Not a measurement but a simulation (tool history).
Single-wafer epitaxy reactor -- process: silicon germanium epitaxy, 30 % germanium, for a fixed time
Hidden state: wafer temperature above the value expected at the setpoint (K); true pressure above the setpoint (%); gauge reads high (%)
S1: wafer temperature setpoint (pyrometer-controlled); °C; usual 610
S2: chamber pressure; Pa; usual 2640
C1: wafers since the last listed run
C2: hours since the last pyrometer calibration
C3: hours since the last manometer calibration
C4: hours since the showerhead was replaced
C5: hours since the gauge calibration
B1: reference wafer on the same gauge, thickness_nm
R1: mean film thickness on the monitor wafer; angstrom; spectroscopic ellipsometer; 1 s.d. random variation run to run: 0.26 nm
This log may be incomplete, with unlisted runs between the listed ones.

Run 1, day 0: usual settings; C1 0; C2 537; C3 1555.2; C4 6014.2; C5 578.1; B1 58.377. Result: R1 655.01 angstrom.
Run 2, day 2.758: usual settings; C1 776; C2 603.2; C3 1621.4; C4 6080.4; C5 644.3; B1 58.201. Result: R1 651.62 angstrom.
Run 3, day 5.538: usual settings; C1 781; C2 669.9; C3 1688.1; C4 6147.1; C5 711; B1 58.017. Result: R1 653.75 angstrom.
Run 4, day 7.083: usual settings; C1 434; C2 707; C3 1725.2; C4 6184.2; C5 748.1; B1 57.939. Result: R1 645.6 angstrom.
Run 5, day 8.217: usual settings; C1 318; C2 734.2; C3 1752.4; C4 6211.4; C5 775.3; B1 57.847. Result: R1 647.52 angstrom.
Run 6, day 9.371: usual settings; C1 324; C2 761.9; C3 1780.1; C4 6239.1; C5 803; B1 57.722. Result: R1 645.61 angstrom.
Run 7, day 11.138: usual settings; C1 497; C2 804.3; C3 1822.5; C4 6281.5; C5 845.4; B1 57.607. Result: R1 645.03 angstrom.
Run 8, day 13.329: usual settings; C1 616; C2 856.9; C3 1875.1; C4 6334.1; C5 898; B1 57.394. Result: R1 639.81 angstrom.
Run 9, day 15.562: usual settings; C1 628; C2 910.5; C3 1928.7; C4 6387.7; C5 951.6; B1 57.273. Result: R1 641.87 angstrom.
Run 10, day 17.367: usual settings; C1 507; C2 953.8; C3 1972; C4 6431; C5 994.9; B1 57.056. Result: R1 635.32 angstrom.
Run 11, day 19.292: usual settings but S1 619 °C, S2 3093 Pa; C1 541; C2 1000; C3 2018.2; C4 6477.2; C5 1041.1; B1 56.939. Result: R1 825.53 angstrom.
At day 19.671: pyrometer calibrated.
Run 12, day 21.925: usual settings but S1 619 °C, S2 3093 Pa; C1 647; C2 54.1; C3 2081.4; C4 6540.4; C5 1104.3; B1 56.619. Result: R1 813.18 angstrom.
At day 22.904: capacitance manometer re-zeroed and calibrated.
Run 13, day 24.908: usual settings but S2 2960 Pa; C1 745; C2 125.7; C3 48.1; C4 6612; C5 1175.9; B1 56.324. Result: R1 665.91 angstrom.
Run 14, day 26.042: usual settings but S2 2960 Pa; C1 318; C2 152.9; C3 75.3; C4 6639.2; C5 1203.1; B1 56.204. Result: R1 666.12 angstrom.
Run 15, day 27.467: usual settings but S1 599 °C, S2 2160 Pa; C1 400; C2 187.1; C3 109.5; C4 6673.4; C5 1237.3; B1 56.106. Result: R1 449.46 angstrom.
At day 27.538: gauge calibrated.
Run 16, day 30.304: usual settings; C1 798; C2 255.2; C3 177.6; C4 6741.5; C5 66.4; B1 58.868. Result: R1 659.45 angstrom.
Run 17, day 36.2: usual settings but S1 619 °C, S2 2973 Pa; C1 1658; C2 396.7; C3 319.1; C4 6883; C5 207.9; B1 58.785. Result: R1 838.93 angstrom.
At day 38.183: showerhead replaced.
Run 18, day 38.229: usual settings; C1 477; C2 445.4; C3 367.8; C4 1.1; C5 256.6; B1 58.708. Result: R1 660.77 angstrom.
Run 19, day 39.462: usual settings but S2 2013 Pa; C1 347; C2 475; C3 397.4; C4 30.7; C5 286.2; B1 58.692. Result: R1 570.22 angstrom.
Run 20, day 40.892: usual settings; C1 402; C2 509.3; C3 431.7; C4 65; C5 320.5; B1 58.676. Result: R1 656.39 angstrom.
Run 21, day 42.046: usual settings but S1 618 °C, S2 2800 Pa; C1 324; C2 537; C3 459.4; C4 92.7; C5 348.2; B1 58.623. Result: R1 792.3 angstrom.
Run 22, day 44.875: usual settings but S1 624 °C; C1 796; C2 604.9; C3 527.3; C4 160.6; C5 416.1; B1 58.57. Result: R1 864.98 angstrom.
Run 23, day 46.696: usual settings but S2 2280 Pa; C1 512; C2 648.6; C3 571; C4 204.3; C5 459.8; B1 58.445. Result: R1 608.76 angstrom.
Run 24, day 48.675: usual settings but S1 595 °C, S2 2160 Pa; C1 556; C2 696.1; C3 618.5; C4 251.8; C5 507.3; B1 58.345. Result: R1 430.25 angstrom.
Run 25, day 50.533: usual settings but S1 599 °C, S2 3133 Pa; C1 522; C2 740.7; C3 663.1; C4 296.4; C5 551.9; B1 58.308. Result: R1 565.62 angstrom.
Run 26, day 51.667: usual settings; C1 318; C2 767.9; C3 690.3; C4 323.6; C5 579.1; B1 58.236. Result: R1 647.92 angstrom.
Run 27, day 53.021: usual settings but S1 615 °C, S2 2946 Pa; C1 381; C2 800.4; C3 722.8; C4 356.1; C5 611.6; B1 58.164. Result: R1 761.43 angstrom.
Run 28, day 54.229: usual settings; C1 339; C2 829.4; C3 751.8; C4 385.1; C5 640.6; B1 58.069. Result: R1 648.89 angstrom.
Run 29, day 56.304: usual settings but S1 614 °C; C1 583; C2 879.2; C3 801.6; C4 434.9; C5 690.4; B1 57.979. Result: R1 706.64 angstrom.

Measured minus without-hidden-state, run by run (identical run-to-run variation in each term; gauge scatter may differ):
run      R1
  1   -8.63
  2  -10.33
  3  -12.33
  4  -13.35
  5   -14.3
  6  -15.21
  7  -16.72
  8  -18.57
  9  -20.81
 10  -22.44
 11  -31.85
 12  -35.22
 13  -32.67
 14  -34.21
 15  -24.43
 16   -2.95
 17   -4.82
 18   -4.28
 19   -3.99
 20   -5.04
 21   -6.57
 22   -8.65
 23   -6.85
 24   -5.49
 25   -8.11
 26   -9.95
 27  -12.66
 28  -11.57
 29  -14.17

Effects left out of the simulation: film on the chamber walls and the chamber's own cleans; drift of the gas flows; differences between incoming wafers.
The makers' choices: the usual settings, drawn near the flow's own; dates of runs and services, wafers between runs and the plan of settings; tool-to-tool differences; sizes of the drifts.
